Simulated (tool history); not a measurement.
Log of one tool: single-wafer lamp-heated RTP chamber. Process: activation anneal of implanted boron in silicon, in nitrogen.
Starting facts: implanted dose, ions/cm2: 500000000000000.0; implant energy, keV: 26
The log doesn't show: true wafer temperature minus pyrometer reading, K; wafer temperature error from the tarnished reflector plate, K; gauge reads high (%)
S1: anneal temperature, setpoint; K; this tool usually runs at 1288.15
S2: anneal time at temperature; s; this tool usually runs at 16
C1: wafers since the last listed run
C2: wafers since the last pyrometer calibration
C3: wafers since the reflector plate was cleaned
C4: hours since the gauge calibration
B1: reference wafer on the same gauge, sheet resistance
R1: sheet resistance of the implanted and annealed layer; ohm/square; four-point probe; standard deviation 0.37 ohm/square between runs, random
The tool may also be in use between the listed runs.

run     day       S1  S2    C1    C2    C3     C4      B1      R1
  1   0.000  1288.15  12     0   828  2912  307.8  224.95  201.34
      4.242  -- pyrometer window cleaned and pyrometer calibrated
  2   5.400  1288.15  12  1672   382  4585  437.4  224.90  202.22
  3   7.929  1288.15  12   834  1217  5420  498.1  225.03  202.39
  4   9.150  1275.15  16   403  1621  5823  527.4  225.00  204.44
  5  10.558  1275.15  16   464  2085  6288  561.2  225.02  204.09
     12.029  -- pyrometer window cleaned and pyrometer calibrated
  6  13.525  1288.15  18   869   493  7157  632.4  225.00  200.84
  7  15.129  1288.15  16   529  1023  7687  670.9  225.05  201.93
  8  17.421  1288.15  16   756  1779  8444  725.9  225.08  200.68
     18.804  -- gauge calibrated
  9  19.233  1288.15  16   598  2378  9042   10.3  225.07  201.07
     20.067  -- pyrometer window cleaned and pyrometer calibrated
 10  20.592  1288.15  25   338   173  9380   42.9  225.04  200.04
 11  21.638  1288.15  12   345   518  9726   68.0  224.80  202.40
     22.446  -- reflector plate cleaned
 12  24.325  1288.15  16   777  1295   620  132.5  224.97  200.21
     26.483  -- pyrometer window cleaned and pyrometer calibrated
 13  26.504  1274.15  20   609     6  1229  184.8  224.89  202.63

Estimate the outcome of run 14 from the log above:
 14  28.838  1275.15  16  770  776  2000  240.8   ?   ?

B1: 225.10
R1: 202.22 ohm/square
If the tool had no hidden condition, the same run with the same run-to-run variation would have returned R1 205.07 ohm/square.

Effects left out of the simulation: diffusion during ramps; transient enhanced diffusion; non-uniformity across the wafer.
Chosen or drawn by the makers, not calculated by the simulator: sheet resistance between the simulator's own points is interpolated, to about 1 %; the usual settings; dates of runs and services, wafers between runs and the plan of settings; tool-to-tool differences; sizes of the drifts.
